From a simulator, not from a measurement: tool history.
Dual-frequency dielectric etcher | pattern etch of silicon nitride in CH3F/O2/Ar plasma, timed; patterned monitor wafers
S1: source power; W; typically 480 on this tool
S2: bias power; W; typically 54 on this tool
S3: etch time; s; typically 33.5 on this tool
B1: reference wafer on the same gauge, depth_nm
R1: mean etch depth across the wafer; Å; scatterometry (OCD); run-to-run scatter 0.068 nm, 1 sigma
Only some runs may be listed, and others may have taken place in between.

{"run": 1, "hour": 0.0, "S1": 480, "S2": 54, "S3": 33.5, "B1": 22.62, "R1": 241.6}
{"run": 2, "hour": 67.7, "S1": 480, "S2": 54, "S3": 33.5, "B1": 22.61, "R1": 244.5}
{"run": 3, "hour": 101.9, "S1": 480, "S2": 54, "S3": 33.5, "B1": 22.61, "R1": 245}
{"run": 4, "hour": 126.9, "S1": 480, "S2": 54, "S3": 33.5, "B1": 22.59, "R1": 244.9}
{"run": 5, "hour": 165.1, "S1": 480, "S2": 54, "S3": 33.5, "B1": 22.61, "R1": 245.3}
{"run": 6, "hour": 206.7, "S1": 480, "S2": 54, "S3": 33.5, "B1": 22.61, "R1": 246.6}
{"run": 7, "hour": 244.0, "S1": 480, "S2": 54, "S3": 33.5, "B1": 22.59, "R1": 245.3}
{"hour": 289.6, "done": "wet clean of the chamber"}
{"run": 8, "hour": 290.1, "S1": 480, "S2": 44, "S3": 33.5, "B1": 22.59, "R1": 236}
{"run": 9, "hour": 306.8, "S1": 480, "S2": 54, "S3": 33.5, "B1": 22.57, "R1": 251}
{"run": 10, "hour": 358.0, "S1": 480, "S2": 54, "S3": 38.5, "B1": 22.57, "R1": 287.4}
{"hour": 366.9, "done": "bias power generator calibrated"}
{"hour": 380.2, "done": "gauge calibrated"}
{"run": 11, "hour": 414.5, "S1": 480, "S2": 54, "S3": 33.5, "B1": 22.59, "R1": 251.8}
{"run": 12, "hour": 463.7, "S1": 420, "S2": 59, "S3": 33.5, "B1": 22.6, "R1": 248}
{"run": 13, "hour": 488.8, "S1": 420, "S2": 59, "S3": 33.5, "B1": 22.59, "R1": 247.5}
{"run": 14, "hour": 530.0, "S1": 480, "S2": 54, "S3": 33.5, "B1": 22.61, "R1": 252.6}
{"run": 15, "hour": 599.1, "S1": 480, "S2": 42, "S3": 33.5, "B1": 22.57, "R1": 237.1}
{"run": 16, "hour": 623.6, "S1": 480, "S2": 54, "S3": 40, "B1": 22.6, "R1": 302.9}
{"hour": 684.5, "done": "wet clean of the chamber, repeated, since the last time left the tool worse"}
{"run": 17, "hour": 685.3, "S1": 570, "S2": 54, "S3": 38, "B1": 22.6, "R1": 285.5}
{"run": 18, "hour": 738.1, "S1": 480, "S2": 54, "S3": 33.5, "B1": 22.57, "R1": 238.7}
{"hour": 765.5, "done": "source power generator calibrated"}
{"run": 19, "hour": 787.4, "S1": 480, "S2": 46, "S3": 31.5, "B1": 22.61, "R1": 215.6}
{"run": 20, "hour": 822.1, "S1": 510, "S2": 44, "S3": 25, "B1": 22.61, "R1": 172.1}
{"run": 21, "hour": 864.3, "S1": 410, "S2": 54, "S3": 26.5, "B1": 22.63, "R1": 179.1}
{"run": 22, "hour": 931.1, "S1": 360, "S2": 66, "S3": 33.5, "B1": 22.62, "R1": 232.5}
{"run": 23, "hour": 973.0, "S1": 480, "S2": 54, "S3": 30.5, "B1": 22.61, "R1": 219.7}
{"run": 24, "hour": 1035.3, "S1": 440, "S2": 67, "S3": 27, "B1": 22.63, "R1": 202.3}
{"hour": 1098.5, "done": "upper electrode replaced"}
{"run": 25, "hour": 1099.0, "S1": 480, "S2": 54, "S3": 33.5, "B1": 22.59, "R1": 242.8}
{"run": 26, "hour": 1286.5, "S1": 520, "S2": 67, "S3": 24.5, "B1": 22.61, "R1": 197}

For run 27, what comes out?
{"hour": 1336.9, "done": "wet clean of the chamber"}
{"run": 27, "hour": 1337.5, "S1": 440, "S2": 65, "S3": 25.5, "B1": "?", "R1": "?"}

{"run 27": {"B1": 22.6, "R1": 184.8}}
Were there no unlogged condition in the tool, this run, its random variation unchanged, would have produced R1 185.6 Å.

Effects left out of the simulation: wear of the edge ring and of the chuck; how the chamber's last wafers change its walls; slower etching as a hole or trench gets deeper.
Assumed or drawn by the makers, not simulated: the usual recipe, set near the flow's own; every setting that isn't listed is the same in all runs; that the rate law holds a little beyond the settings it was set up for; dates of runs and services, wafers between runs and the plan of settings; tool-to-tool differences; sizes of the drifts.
